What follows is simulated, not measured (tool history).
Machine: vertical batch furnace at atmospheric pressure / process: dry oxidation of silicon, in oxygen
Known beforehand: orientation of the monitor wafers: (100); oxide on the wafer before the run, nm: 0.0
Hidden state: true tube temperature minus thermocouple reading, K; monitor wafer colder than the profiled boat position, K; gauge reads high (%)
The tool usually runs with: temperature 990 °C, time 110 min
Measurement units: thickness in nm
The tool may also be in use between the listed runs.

run,hour,temperature,time,wafers since the last listed run,hours since the last temperature calibration,hours since the boat lift was adjusted,hours since the gauge calibration,"read-back reference wafer on the same gauge, thickness",thickness
1,0,990,66.5,0,1159.5,3361.9,651.1,65.42,43.3
2,62.7,990,66.5,918,1222.2,3424.6,713.8,65.39,43.44
3,125,990,66.5,912,1284.5,3486.9,776.1,65.42,43.5
4,216.4,1004,110,1338,1375.9,3578.3,867.5,65.38,70.37
5,264.2,990,110,699,1423.7,3626.1,915.3,65.35,61.19
6,367.8,990,110,1516,1527.3,3729.7,1018.9,65.35,61.37
7,449.3,990,110,1193,1608.8,3811.2,1100.4,65.39,61.08
8,507.8,973,136.5,856,1667.3,3869.7,1158.9,65.36,61.78
9,555.5,973,136.5,698,1715,3917.4,1206.6,65.42,61.74
10,646.2,990,110,1328,1805.7,4008.1,1297.3,65.38,61.22
11,717.2,990,110,1039,1876.7,4079.1,1368.3,65.46,61.19
12,777.4,990,94,881,1936.9,4139.3,1428.5,65.33,54.88
# hour 855.7: thermocouples replaced and temperature profile calibrated
13,878,990,110,1121,22.3,4239.9,1529.1,65.44,61.26
14,972.5,990,110,1383,116.8,4334.4,1623.6,65.36,61.16
# hour 1046.8: boat lift adjusted
15,1047.3,990,110,743,191.6,0.5,1698.4,65.38,61.47
16,1081.3,1006,63.5,497,225.6,34.5,1732.4,65.47,49.68
17,1127.1,1010,63,670,271.4,80.3,1778.2,65.37,51.3
18,1195.8,971,110,1005,340.1,149,1846.9,65.35,52.06
# hour 1277.9: gauge calibrated
19,1289.7,973,136.5,1374,434,242.9,11.8,65.46,61.65
20,1387.4,1011,67,1430,531.7,340.6,109.5,65.36,53.69
21,1493.8,990,163.5,1557,638.1,447,215.9,65.38,80.63
22,1563.4,1008,90.5,1019,707.7,516.6,285.5,65.35,63.72
23,1618.1,990,110,800,762.4,571.3,340.2,65.4,61.25
24,1679.6,990,66.5,900,823.9,632.8,401.7,65.32,43.47
25,1779.9,1006,141,1468,924.2,733.1,502,65.4,84.44
26,1847.1,990,110,983,991.4,800.3,569.2,65.43,61.32
27,1913,1014,138,964,1057.3,866.2,635.1,65.41,89.78
28,1970.7,983,74,844,1115,923.9,692.8,65.41,43.8
29,2023.5,990,110,773,1167.8,976.7,745.6,65.33,61.26

3 options for the next run, each taken on its own from the tool as it stands now. Forecast them:
A,2028.2,997,110,68,1172.5,981.4,750.3,?,?
B,2028.2,974,85.5,68,1172.5,981.4,750.3,?,?
C,2028.2,1011,58.5,68,1172.5,981.4,750.3,?,?

run,"read-back reference wafer on the same gauge, thickness",thickness
A,65.39,65.57
B,65.39,44.9
C,65.39,49.24
Had the tool no hidden state, the same runs would have come out as:
run,thickness
A,65.57
B,44.9
C,49.24
